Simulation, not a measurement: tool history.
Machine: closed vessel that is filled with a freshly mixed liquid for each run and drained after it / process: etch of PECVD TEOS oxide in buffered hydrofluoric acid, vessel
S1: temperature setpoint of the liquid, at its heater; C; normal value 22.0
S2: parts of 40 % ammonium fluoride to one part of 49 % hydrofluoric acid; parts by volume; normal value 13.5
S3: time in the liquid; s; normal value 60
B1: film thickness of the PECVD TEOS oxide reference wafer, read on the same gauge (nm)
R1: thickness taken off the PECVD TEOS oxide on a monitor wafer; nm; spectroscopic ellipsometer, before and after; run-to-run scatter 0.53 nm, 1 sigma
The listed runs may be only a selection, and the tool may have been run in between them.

{"run": 1, "day": 0.0, "S1": 22.0, "S2": 13.5, "S3": 85, "B1": 39.99, "R1": 117.87}
{"run": 2, "day": 0.596, "S1": 22.0, "S2": 13.5, "S3": 85, "B1": 39.99, "R1": 116.85}
{"run": 3, "day": 1.321, "S1": 22.0, "S2": 13.5, "S3": 60, "B1": 40.0, "R1": 83.12}
{"run": 4, "day": 1.679, "S1": 22.0, "S2": 13.5, "S3": 60, "B1": 39.99, "R1": 83.24}
{"run": 5, "day": 2.162, "S1": 21.0, "S2": 13.5, "S3": 45, "B1": 40.0, "R1": 59.02}
{"run": 6, "day": 2.667, "S1": 21.0, "S2": 13.5, "S3": 45, "B1": 40.0, "R1": 58.53}
{"run": 7, "day": 3.021, "S1": 21.0, "S2": 13.5, "S3": 45, "B1": 40.0, "R1": 58.54}
{"run": 8, "day": 3.446, "S1": 22.0, "S2": 13.5, "S3": 60, "B1": 40.0, "R1": 82.4}
{"day": 3.554, "done": "hydrofluoric acid flow meter replaced"}
{"run": 9, "day": 3.879, "S1": 22.0, "S2": 13.5, "S3": 60, "B1": 39.99, "R1": 82.66}
{"day": 3.929, "done": "gauge calibrated"}
{"run": 10, "day": 4.271, "S1": 22.0, "S2": 13.5, "S3": 60, "B1": 39.99, "R1": 83.45}
{"run": 11, "day": 5.004, "S1": 22.0, "S2": 13.5, "S3": 60, "B1": 39.99, "R1": 82.08}
{"run": 12, "day": 5.475, "S1": 20.5, "S2": 16.0, "S3": 60, "B1": 40.03, "R1": 64.17}
{"run": 13, "day": 5.929, "S1": 22.0, "S2": 13.5, "S3": 60, "B1": 40.0, "R1": 83.28}
{"run": 14, "day": 6.238, "S1": 22.0, "S2": 18.0, "S3": 95, "B1": 40.0, "R1": 98.94}
{"run": 15, "day": 7.258, "S1": 22.0, "S2": 13.5, "S3": 60, "B1": 40.0, "R1": 83.44}
{"run": 16, "day": 7.571, "S1": 22.0, "S2": 13.5, "S3": 60, "B1": 39.98, "R1": 82.0}
{"day": 8.05, "done": "thermometer replaced"}
{"run": 17, "day": 8.146, "S1": 18.5, "S2": 11.5, "S3": 75, "B1": 40.0, "R1": 99.79}
{"run": 18, "day": 8.579, "S1": 25.5, "S2": 15.5, "S3": 30, "B1": 40.01, "R1": 43.85}
{"run": 19, "day": 9.208, "S1": 22.0, "S2": 10.0, "S3": 35, "B1": 39.98, "R1": 64.74}
{"run": 20, "day": 9.762, "S1": 20.5, "S2": 16.0, "S3": 60, "B1": 40.0, "R1": 64.45}
{"run": 21, "day": 10.083, "S1": 22.0, "S2": 16.5, "S3": 30, "B1": 40.01, "R1": 34.09}
{"run": 22, "day": 10.538, "S1": 26.0, "S2": 16.0, "S3": 60, "B1": 40.0, "R1": 87.07}
{"run": 23, "day": 11.2, "S1": 20.5, "S2": 19.0, "S3": 75, "B1": 40.0, "R1": 68.17}

Estimate the outcome of run 24 from the log above:
{"run": 24, "day": 11.471, "S1": 19.0, "S2": 8.0, "S3": 60, "B1": "?", "R1": "?"}

B1: 40.00
R1: 113.06 nm
Take away the tool's hidden state, keep the run-to-run variation as it was, and the same run would have given R1 113.06 nm.

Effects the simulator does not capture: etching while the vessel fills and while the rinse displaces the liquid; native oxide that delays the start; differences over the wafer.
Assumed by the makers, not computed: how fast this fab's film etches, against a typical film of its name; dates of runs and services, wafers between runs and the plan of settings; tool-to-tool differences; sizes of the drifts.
